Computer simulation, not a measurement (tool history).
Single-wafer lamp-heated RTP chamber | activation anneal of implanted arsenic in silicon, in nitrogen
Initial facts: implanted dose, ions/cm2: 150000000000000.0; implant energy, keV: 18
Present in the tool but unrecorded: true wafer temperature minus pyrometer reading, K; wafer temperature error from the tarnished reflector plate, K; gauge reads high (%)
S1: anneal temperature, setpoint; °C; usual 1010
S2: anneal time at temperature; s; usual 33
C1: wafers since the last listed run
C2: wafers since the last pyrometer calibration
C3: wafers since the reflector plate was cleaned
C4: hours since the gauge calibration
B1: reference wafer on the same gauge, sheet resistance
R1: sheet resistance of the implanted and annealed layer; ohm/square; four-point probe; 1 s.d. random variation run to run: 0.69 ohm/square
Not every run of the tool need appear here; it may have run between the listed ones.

Run 1, hour 0: usual settings; C1 0; C2 5100; C3 4500; C4 256.5; B1 523.93. Result: R1 464.84 ohm/square.
At hour 17.9: pyrometer window cleaned and pyrometer calibrated.
Run 2, hour 18.4: usual settings; C1 142; C2 6; C3 4643; C4 274.9; B1 524.52. Result: R1 466.7 ohm/square.
At hour 39.5: reflector plate cleaned.
Run 3, hour 46.8: usual settings; C1 280; C2 286; C3 100; C4 303.3; B1 524.86. Result: R1 466.88 ohm/square.
Run 4, hour 75.4: usual settings; C1 393; C2 680; C3 493; C4 331.9; B1 525.24. Result: R1 466.14 ohm/square.
Run 5, hour 107.7: usual settings; C1 444; C2 1124; C3 937; C4 364.2; B1 525.9. Result: R1 468.19 ohm/square.
Run 6, hour 138.2: usual settings but S2 38 s; C1 419; C2 1543; C3 1356; C4 394.7; B1 527.16. Result: R1 467.9 ohm/square.
Run 7, hour 155.5: usual settings but S2 38 s; C1 237; C2 1781; C3 1594; C4 412; B1 527.5. Result: R1 468.6 ohm/square.
Run 8, hour 171: usual settings but S1 996 °C, S2 48 s; C1 213; C2 1994; C3 1807; C4 427.5; B1 528.26. Result: R1 468.38 ohm/square.
Run 9, hour 199: usual settings; C1 384; C2 2379; C3 2192; C4 455.5; B1 528.82. Result: R1 470.45 ohm/square.
Run 10, hour 232.7: usual settings; C1 463; C2 2842; C3 2656; C4 489.2; B1 530.22. Result: R1 470.34 ohm/square.
Run 11, hour 267.4: usual settings; C1 477; C2 3320; C3 3133; C4 523.9; B1 531.03. Result: R1 473.01 ohm/square.
Run 12, hour 297: usual settings; C1 406; C2 3726; C3 3540; C4 553.5; B1 532.36. Result: R1 471.97 ohm/square.
At hour 310.3: gauge calibrated.
Run 13, hour 321.4: usual settings but S1 1035 °C, S2 16 s; C1 335; C2 4062; C3 3875; C4 11.1; B1 522.27. Result: R1 464.9 ohm/square.
Run 14, hour 336.8: usual settings; C1 211; C2 4274; C3 4087; C4 26.5; B1 522.31. Result: R1 464.61 ohm/square.
At hour 387.6: pyrometer window cleaned and pyrometer calibrated.
At hour 417.5: reflector plate cleaned.
Run 15, hour 418: usual settings; C1 896; C2 308; C3 6; C4 107.7; B1 522.03. Result: R1 464.33 ohm/square.
Run 16, hour 453.5: usual settings but S1 1019 °C, S2 48 s; C1 488; C2 796; C3 494; C4 143.2; B1 522.66. Result: R1 459.65 ohm/square.
Run 17, hour 469.3: usual settings but S1 1040 °C; C1 217; C2 1013; C3 711; C4 159; B1 522.74. Result: R1 459.61 ohm/square.
Run 18, hour 539.1: usual settings but S1 1036 °C; C1 959; C2 1973; C3 1671; C4 228.8; B1 524.03. Result: R1 460.57 ohm/square.
Run 19, hour 562.7: usual settings; C1 324; C2 2297; C3 1996; C4 252.4; B1 524.05. Result: R1 465.38 ohm/square.
Run 20, hour 575.8: usual settings but S1 991 °C; C1 180; C2 2478; C3 2176; C4 265.5; B1 524.32. Result: R1 468.72 ohm/square.
Run 21, hour 596.2: usual settings but S1 1034 °C, S2 17 s; C1 280; C2 2758; C3 2456; C4 285.9; B1 525.13. Result: R1 466.04 ohm/square.
Run 22, hour 615.1: usual settings but S1 1021 °C, S2 15 s; C1 259; C2 3018; C3 2716; C4 304.8; B1 525.36. Result: R1 470.74 ohm/square.
Run 23, hour 627.2: usual settings but S1 1001 °C; C1 166; C2 3184; C3 2882; C4 316.9; B1 525.63. Result: R1 468.32 ohm/square.
Run 24, hour 649.2: usual settings; C1 302; C2 3487; C3 3185; C4 338.9; B1 525.9. Result: R1 468.08 ohm/square.

Below are 5 alternative next runs, each starting from the tool's condition after run 24. Predict each:
Run A, hour 649.6: usual settings but S2 21 s; C1 5; C2 3492; C3 3190; C4 339.3; B1 ?. Result: R1 ?.
Run B, hour 649.6: usual settings but S2 44 s; C1 5; C2 3492; C3 3190; C4 339.3; B1 ?. Result: R1 ?.
Run C, hour 649.6: usual settings but S1 998 °C, S2 38 s; C1 5; C2 3492; C3 3190; C4 339.3; B1 ?. Result: R1 ?.
Run D, hour 649.6: usual settings but S1 1034 °C, S2 50 s; C1 5; C2 3492; C3 3190; C4 339.3; B1 ?. Result: R1 ?.
Run E, hour 649.6: usual settings but S1 1037 °C, S2 16 s; C1 5; C2 3492; C3 3190; C4 339.3; B1 ?. Result: R1 ?.

run     B1      R1
  A  526.1  470.69
  B  526.1  466.25
  C  526.1  468.95
  D  526.1  459.78
  E  526.1  468.99
What these runs would have given with no unlogged condition in the tool:
run      R1
  A  466.14
  B  461.74
  C  464.41
  D  455.33
  E  464.45
